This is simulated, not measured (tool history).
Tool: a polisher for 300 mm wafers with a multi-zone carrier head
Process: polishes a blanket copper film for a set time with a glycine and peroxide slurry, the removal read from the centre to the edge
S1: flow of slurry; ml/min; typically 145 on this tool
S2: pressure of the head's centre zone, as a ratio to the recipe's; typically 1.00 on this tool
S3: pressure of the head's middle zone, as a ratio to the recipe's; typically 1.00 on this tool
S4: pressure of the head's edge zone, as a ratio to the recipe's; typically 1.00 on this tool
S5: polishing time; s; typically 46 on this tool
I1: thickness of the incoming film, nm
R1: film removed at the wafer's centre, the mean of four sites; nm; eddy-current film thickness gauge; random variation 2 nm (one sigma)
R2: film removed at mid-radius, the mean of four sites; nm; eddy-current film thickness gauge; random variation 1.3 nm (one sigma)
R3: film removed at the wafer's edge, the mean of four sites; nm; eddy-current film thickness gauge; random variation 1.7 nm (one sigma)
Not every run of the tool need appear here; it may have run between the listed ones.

run 1 hour=0.0 | S1=145 S2=1.00 S3=1.00 S4=1.00 S5=46 | I1=1239.2 | R1=155.0 R2=156.8 R3=159.7
-- hour=20.2 worn pad replaced by a new one
run 2 hour=27.7 | S1=145 S2=1.00 S3=1.00 S4=1.00 S5=46 | I1=1226.2 | R1=158.6 R2=158.5 R3=158.3
run 3 hour=61.0 | S1=145 S2=1.00 S3=1.00 S4=1.00 S5=46 | I1=1242.0 | R1=154.6 R2=157.2 R3=162.0
run 4 hour=90.8 | S1=145 S2=1.00 S3=1.00 S4=1.00 S5=46 | I1=1222.4 | R1=151.2 R2=160.1 R3=159.4
-- hour=117.2 carrier head's membrane replaced by a new one, of another model than before
run 5 hour=117.7 | S1=145 S2=1.00 S3=1.07 S4=1.00 S5=46 | I1=1230.0 | R1=157.1 R2=161.3 R3=161.1
-- hour=130.1 edge zone pressure recalibrated
run 6 hour=139.5 | S1=145 S2=1.00 S3=1.00 S4=1.00 S5=46 | I1=1227.1 | R1=154.6 R2=158.6 R3=162.5
-- hour=143.8 worn pad replaced by a new one
-- hour=146.8 slurry nozzle cleaned
-- hour=171.9 centre zone pressure recalibrated
run 7 hour=212.7 | S1=145 S2=1.00 S3=1.00 S4=1.00 S5=46 | I1=1213.8 | R1=158.4 R2=157.7 R3=161.0
run 8 hour=235.8 | S1=145 S2=1.00 S3=1.00 S4=0.95 S5=46 | I1=1236.6 | R1=159.7 R2=158.3 R3=158.3
run 9 hour=255.3 | S1=145 S2=1.00 S3=1.00 S4=1.00 S5=58 | I1=1228.3 | R1=203.0 R2=198.6 R3=204.3
run 10 hour=270.6 | S1=145 S2=1.00 S3=1.06 S4=1.11 S5=34 | I1=1246.0 | R1=118.5 R2=119.4 R3=123.7
-- hour=275.7 worn pad replaced by a new one
run 11 hour=290.7 | S1=145 S2=1.00 S3=1.00 S4=1.00 S5=46 | I1=1222.3 | R1=155.8 R2=159.4 R3=161.0
run 12 hour=306.3 | S1=185 S2=1.00 S3=0.91 S4=0.92 S5=46 | I1=1238.8 | R1=167.7 R2=158.3 R3=163.4
run 13 hour=337.8 | S1=120 S2=0.94 S3=1.11 S4=1.06 S5=46 | I1=1235.9 | R1=145.2 R2=158.2 R3=160.6
run 14 hour=372.2 | S1=145 S2=1.00 S3=1.00 S4=1.00 S5=46 | I1=1212.2 | R1=159.9 R2=158.0 R3=160.5

What if the next run were any one of these 4? Each begins from the tool's condition after run 14:
run A hour=372.6 | S1=145 S2=1.00 S3=1.06 S4=1.00 S5=46 | I1=1222.1 | R1=? R2=? R3=?
run B hour=372.6 | S1=180 S2=1.00 S3=1.08 S4=1.09 S5=56 | I1=1222.1 | R1=? R2=? R3=?
run C hour=372.6 | S1=170 S2=1.10 S3=0.90 S4=1.00 S5=46 | I1=1222.1 | R1=? R2=? R3=?
run D hour=372.6 | S1=100 S2=1.00 S3=0.95 S4=0.91 S5=38 | I1=1222.1 | R1=? R2=? R3=?

run=A R1=156.7 R2=163.0 R3=162.5
run=B R1=199.9 R2=208.6 R3=209.9
run=C R1=169.4 R2=156.3 R3=166.4
run=D R1=115.4 R2=116.0 R3=121.6
Had the tool no hidden state, the same runs would have come out as:
run=A R1=158.5 R2=163.0 R3=162.5
run=B R1=202.1 R2=208.5 R3=209.9
run=C R1=171.2 R2=156.3 R3=166.4
run=D R1=116.7 R2=115.9 R3=121.6
